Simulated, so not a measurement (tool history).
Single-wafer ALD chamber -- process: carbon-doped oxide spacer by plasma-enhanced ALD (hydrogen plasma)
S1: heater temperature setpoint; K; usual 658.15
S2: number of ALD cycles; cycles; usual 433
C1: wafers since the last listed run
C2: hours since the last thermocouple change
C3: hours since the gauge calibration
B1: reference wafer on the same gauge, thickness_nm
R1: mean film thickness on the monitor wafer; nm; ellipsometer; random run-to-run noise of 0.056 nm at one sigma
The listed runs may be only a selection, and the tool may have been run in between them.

| run | day | S1 | S2 | C1 | C2 | C3 | B1 | R1 |
|---|---|---|---|---|---|---|---|---|
| 1 | 0 | 661.15 | 433 | 0 | 2527.7 | 281.7 | 23.137 | 22.62 |
| 2 | 0.821 | 661.15 | 433 | 13 | 2547.4 | 301.4 | 23.128 | 22.659 |
| 3 | 1.375 | 661.15 | 433 | 9 | 2560.7 | 314.7 | 23.131 | 22.659 |
| 4 | 2.267 | 658.15 | 433 | 14 | 2582.1 | 336.1 | 23.141 | 22.632 |
|  | 2.421 | gauge calibrated |
| 5 | 3.604 | 658.15 | 433 | 22 | 2614.2 | 28.4 | 22.87 | 22.303 |
| 6 | 4.258 | 658.15 | 433 | 10 | 2629.9 | 44.1 | 22.893 | 22.618 |
| 7 | 7.233 | 658.15 | 433 | 48 | 2701.3 | 115.5 | 23.036 | 22.563 |
| 8 | 7.846 | 664.15 | 433 | 10 | 2716 | 130.2 | 23.034 | 22.541 |
| 9 | 9.238 | 664.15 | 433 | 22 | 2749.4 | 163.6 | 23.082 | 22.666 |
| 10 | 10.004 | 658.15 | 433 | 12 | 2767.8 | 182 | 23.1 | 22.607 |
| 11 | 11.442 | 658.15 | 433 | 23 | 2802.3 | 216.5 | 23.109 | 22.711 |
| 12 | 12.238 | 658.15 | 433 | 13 | 2821.4 | 235.6 | 23.123 | 22.649 |
| 13 | 13.492 | 666.15 | 516 | 20 | 2851.5 | 265.7 | 23.109 | 27.038 |
|  | 14.112 | thermocouple changed; heater temperature recalibrated |
| 14 | 14.842 | 661.15 | 433 | 16 | 17.5 | 298.1 | 23.119 | 22.774 |
| 15 | 15.562 | 648.15 | 433 | 11 | 34.8 | 315.4 | 23.137 | 22.625 |
| 16 | 16.558 | 661.15 | 433 | 16 | 58.7 | 339.3 | 23.149 | 22.674 |
| 17 | 17.967 | 653.15 | 433 | 23 | 92.5 | 373.1 | 23.148 | 22.697 |
|  | 18.738 | gauge calibrated |
| 18 | 19.075 | 650.15 | 433 | 18 | 119.1 | 8.1 | 22.865 | 22.408 |
| 19 | 20.875 | 649.15 | 433 | 29 | 162.3 | 51.3 | 22.955 | 22.456 |
| 20 | 21.942 | 644.15 | 368 | 17 | 187.9 | 76.9 | 23 | 19.17 |
| 21 | 23.058 | 670.15 | 350 | 18 | 214.7 | 103.7 | 23.061 | 18.335 |
| 22 | 24.225 | 672.15 | 477 | 19 | 242.7 | 131.7 | 23.067 | 24.801 |
| 23 | 25.15 | 658.15 | 375 | 15 | 264.9 | 153.9 | 23.102 | 19.652 |
| 24 | 25.967 | 653.15 | 433 | 13 | 284.5 | 173.5 | 23.118 | 22.545 |

How the hidden state differs across the entries between the runs, from the last listed run before each to the first after it:
Run 4 -> run 5: gauge calibrated (day 2.421)
  gauge reads high (%): 1.49 -> 0.336
  difference, measured minus the result without the unlogged condition, R1: +0.331 -> +0.074 nm
Run 13 -> run 14: thermocouple changed; heater temperature recalibrated (day 14.112)
  gauge reads high (%): 1.45 -> 1.5
  difference, measured minus the result without the unlogged condition, R1: +0.386 -> +0.336 nm
Run 17 -> run 18: gauge calibrated (day 18.738)
  gauge reads high (%): 1.57 -> 0.254
  difference, measured minus the result without the unlogged condition, R1: +0.351 -> +0.057 nm
